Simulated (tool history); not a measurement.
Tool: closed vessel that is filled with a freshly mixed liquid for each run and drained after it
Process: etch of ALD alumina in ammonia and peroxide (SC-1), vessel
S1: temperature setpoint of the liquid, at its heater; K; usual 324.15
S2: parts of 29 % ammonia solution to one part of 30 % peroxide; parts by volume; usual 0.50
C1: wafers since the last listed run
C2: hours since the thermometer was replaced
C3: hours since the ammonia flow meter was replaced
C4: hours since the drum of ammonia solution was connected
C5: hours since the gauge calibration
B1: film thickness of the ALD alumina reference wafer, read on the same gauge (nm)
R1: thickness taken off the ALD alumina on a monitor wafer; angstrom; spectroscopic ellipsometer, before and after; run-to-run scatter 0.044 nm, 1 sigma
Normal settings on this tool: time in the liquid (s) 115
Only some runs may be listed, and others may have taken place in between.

{"run": 1, "day": 0.0, "S1": 324.15, "S2": 0.6, "time in the liquid (s)": 115, "C1": 0, "C2": 2245.7, "C3": 2029.8, "C4": 60.6, "C5": 1384.9, "B1": 113.56, "R1": 49.4}
{"run": 2, "day": 2.154, "S1": 330.65, "S2": 0.5, "time in the liquid (s)": 95, "C1": 6672, "C2": 2297.4, "C3": 2081.5, "C4": 112.3, "C5": 1436.6, "B1": 113.4, "R1": 55.9}
{"run": 3, "day": 6.129, "S1": 330.65, "S2": 0.5, "time in the liquid (s)": 95, "C1": 12312, "C2": 2392.8, "C3": 2176.9, "C4": 207.7, "C5": 1532.0, "B1": 113.04, "R1": 55.7}
{"run": 4, "day": 7.783, "S1": 324.15, "S2": 0.5, "time in the liquid (s)": 115, "C1": 5123, "C2": 2432.5, "C3": 2216.6, "C4": 247.4, "C5": 1571.7, "B1": 112.93, "R1": 47.7}
{"day": 8.429, "done": "ammonia flow meter replaced"}
{"run": 5, "day": 10.254, "S1": 324.15, "S2": 0.5, "time in the liquid (s)": 115, "C1": 7524, "C2": 2491.8, "C3": 43.8, "C4": 306.7, "C5": 1631.0, "B1": 112.7, "R1": 47.7}
{"run": 6, "day": 14.383, "S1": 324.15, "S2": 0.5, "time in the liquid (s)": 115, "C1": 12790, "C2": 2590.9, "C3": 142.9, "C4": 405.8, "C5": 1730.1, "B1": 112.35, "R1": 48.3}
{"day": 15.2, "done": "thermometer replaced"}
{"run": 7, "day": 17.371, "S1": 328.65, "S2": 0.5, "time in the liquid (s)": 95, "C1": 9124, "C2": 52.1, "C3": 214.6, "C4": 477.5, "C5": 1801.8, "B1": 112.13, "R1": 49.4}
{"day": 23.904, "done": "new drum of ammonia solution connected"}
{"run": 8, "day": 29.475, "S1": 324.15, "S2": 0.5, "time in the liquid (s)": 115, "C1": 37364, "C2": 342.6, "C3": 505.1, "C4": 133.7, "C5": 2092.3, "B1": 111.06, "R1": 46.8}
{"run": 9, "day": 32.7, "S1": 324.15, "S2": 0.5, "time in the liquid (s)": 115, "C1": 9989, "C2": 420.0, "C3": 582.5, "C4": 211.1, "C5": 2169.7, "B1": 110.79, "R1": 47.5}
{"run": 10, "day": 35.088, "S1": 324.15, "S2": 0.65, "time in the liquid (s)": 115, "C1": 7395, "C2": 477.3, "C3": 639.8, "C4": 268.4, "C5": 2227.0, "B1": 110.6, "R1": 47.7}
{"run": 11, "day": 45.396, "S1": 331.15, "S2": 0.5, "time in the liquid (s)": 115, "C1": 31930, "C2": 724.7, "C3": 887.2, "C4": 515.8, "C5": 2474.4, "B1": 109.73, "R1": 66.7}
{"run": 12, "day": 47.058, "S1": 324.15, "S2": 0.5, "time in the liquid (s)": 115, "C1": 5149, "C2": 764.6, "C3": 927.1, "C4": 555.7, "C5": 2514.3, "B1": 109.57, "R1": 46.7}
{"run": 13, "day": 50.438, "S1": 324.15, "S2": 0.6, "time in the liquid (s)": 115, "C1": 10467, "C2": 845.7, "C3": 1008.2, "C4": 636.8, "C5": 2595.4, "B1": 109.29, "R1": 47.3}
{"day": 52.596, "done": "new drum of ammonia solution connected"}
{"run": 14, "day": 53.104, "S1": 324.15, "S2": 0.5, "time in the liquid (s)": 115, "C1": 8131, "C2": 909.7, "C3": 1072.2, "C4": 12.2, "C5": 2659.4, "B1": 109.05, "R1": 45.5}
{"day": 54.425, "done": "gauge calibrated"}
{"run": 15, "day": 56.533, "S1": 315.65, "S2": 0.5, "time in the liquid (s)": 80, "C1": 10622, "C2": 992.0, "C3": 1154.5, "C4": 94.5, "C5": 50.6, "B1": 118.26, "R1": 21.4}
{"run": 16, "day": 61.883, "S1": 324.15, "S2": 0.7, "time in the liquid (s)": 115, "C1": 16571, "C2": 1120.4, "C3": 1282.9, "C4": 222.9, "C5": 179.0, "B1": 117.75, "R1": 51.2}
{"run": 17, "day": 64.683, "S1": 324.15, "S2": 0.5, "time in the liquid (s)": 115, "C1": 8673, "C2": 1187.6, "C3": 1350.1, "C4": 290.1, "C5": 246.2, "B1": 117.53, "R1": 49.5}
{"run": 18, "day": 66.633, "S1": 330.15, "S2": 0.5, "time in the liquid (s)": 150, "C1": 6040, "C2": 1234.4, "C3": 1396.9, "C4": 336.9, "C5": 293.0, "B1": 117.37, "R1": 89.2}
{"run": 19, "day": 69.175, "S1": 319.15, "S2": 0.4, "time in the liquid (s)": 90, "C1": 7872, "C2": 1295.4, "C3": 1457.9, "C4": 397.9, "C5": 354.0, "B1": 117.2, "R1": 28.9}
{"run": 20, "day": 71.992, "S1": 324.15, "S2": 0.5, "time in the liquid (s)": 50, "C1": 8724, "C2": 1363.0, "C3": 1525.5, "C4": 465.5, "C5": 421.6, "B1": 116.91, "R1": 21.8}
{"run": 21, "day": 74.671, "S1": 321.15, "S2": 0.5, "time in the liquid (s)": 165, "C1": 8298, "C2": 1427.3, "C3": 1589.8, "C4": 529.8, "C5": 485.9, "B1": 116.71, "R1": 60.6}
{"run": 22, "day": 77.129, "S1": 324.15, "S2": 0.3, "time in the liquid (s)": 55, "C1": 7614, "C2": 1486.3, "C3": 1648.8, "C4": 588.8, "C5": 544.9, "B1": 116.48, "R1": 22.4}
{"run": 23, "day": 80.304, "S1": 324.15, "S2": 0.5, "time in the liquid (s)": 115, "C1": 9834, "C2": 1562.5, "C3": 1725.0, "C4": 665.0, "C5": 621.1, "B1": 116.2, "R1": 48.7}
{"day": 81.588, "done": "new drum of ammonia solution connected"}
{"run": 24, "day": 90.062, "S1": 320.15, "S2": 0.7, "time in the liquid (s)": 145, "C1": 30097, "C2": 1796.7, "C3": 1959.2, "C4": 203.4, "C5": 855.3, "B1": 115.38, "R1": 51.7}
{"run": 25, "day": 93.721, "S1": 324.15, "S2": 0.3, "time in the liquid (s)": 135, "C1": 11331, "C2": 1884.5, "C3": 2047.0, "C4": 291.2, "C5": 943.1, "B1": 115.08, "R1": 55.4}
{"run": 26, "day": 95.825, "S1": 321.15, "S2": 0.5, "time in the liquid (s)": 165, "C1": 6517, "C2": 1935.0, "C3": 2097.5, "C4": 341.7, "C5": 993.6, "B1": 114.88, "R1": 58.5}
{"run": 27, "day": 97.354, "S1": 324.15, "S2": 0.5, "time in the liquid (s)": 85, "C1": 4736, "C2": 1971.7, "C3": 2134.2, "C4": 378.4, "C5": 1030.3, "B1": 114.77, "R1": 36.1}
{"run": 28, "day": 100.279, "S1": 324.15, "S2": 0.5, "time in the liquid (s)": 160, "C1": 9060, "C2": 2041.9, "C3": 2204.4, "C4": 448.6, "C5": 1100.5, "B1": 114.53, "R1": 67.5}
{"run": 29, "day": 102.342, "S1": 324.15, "S2": 0.5, "time in the liquid (s)": 115, "C1": 6388, "C2": 2091.4, "C3": 2253.9, "C4": 498.1, "C5": 1150.0, "B1": 114.37, "R1": 48.5}

Each row is a separate what-if for the run after 29, all from the same tool condition, not one after another. Results?
{"run": "A", "day": 102.371, "S1": 324.15, "S2": 0.35, "time in the liquid (s)": 115, "C1": 90, "C2": 2092.1, "C3": 2254.6, "C4": 498.8, "C5": 1150.7, "B1": "?", "R1": "?"}
{"run": "B", "day": 102.371, "S1": 324.15, "S2": 0.45, "time in the liquid (s)": 115, "C1": 90, "C2": 2092.1, "C3": 2254.6, "C4": 498.8, "C5": 1150.7, "B1": "?", "R1": "?"}
{"run": "C", "day": 102.371, "S1": 324.15, "S2": 0.5, "time in the liquid (s)": 170, "C1": 90, "C2": 2092.1, "C3": 2254.6, "C4": 498.8, "C5": 1150.7, "B1": "?", "R1": "?"}
{"run": "D", "day": 102.371, "S1": 332.65, "S2": 0.5, "time in the liquid (s)": 115, "C1": 90, "C2": 2092.1, "C3": 2254.6, "C4": 498.8, "C5": 1150.7, "B1": "?", "R1": "?"}

run=A B1=114.33 R1=47.0
run=B B1=114.33 R1=48.2
run=C B1=114.33 R1=71.9
run=D B1=114.33 R1=76.4
Take away the tool's hidden state, keep each run's random variation, and the runs would have read:
run=A R1=49.4
run=B R1=50.6
run=C R1=75.5
run=D R1=80.2
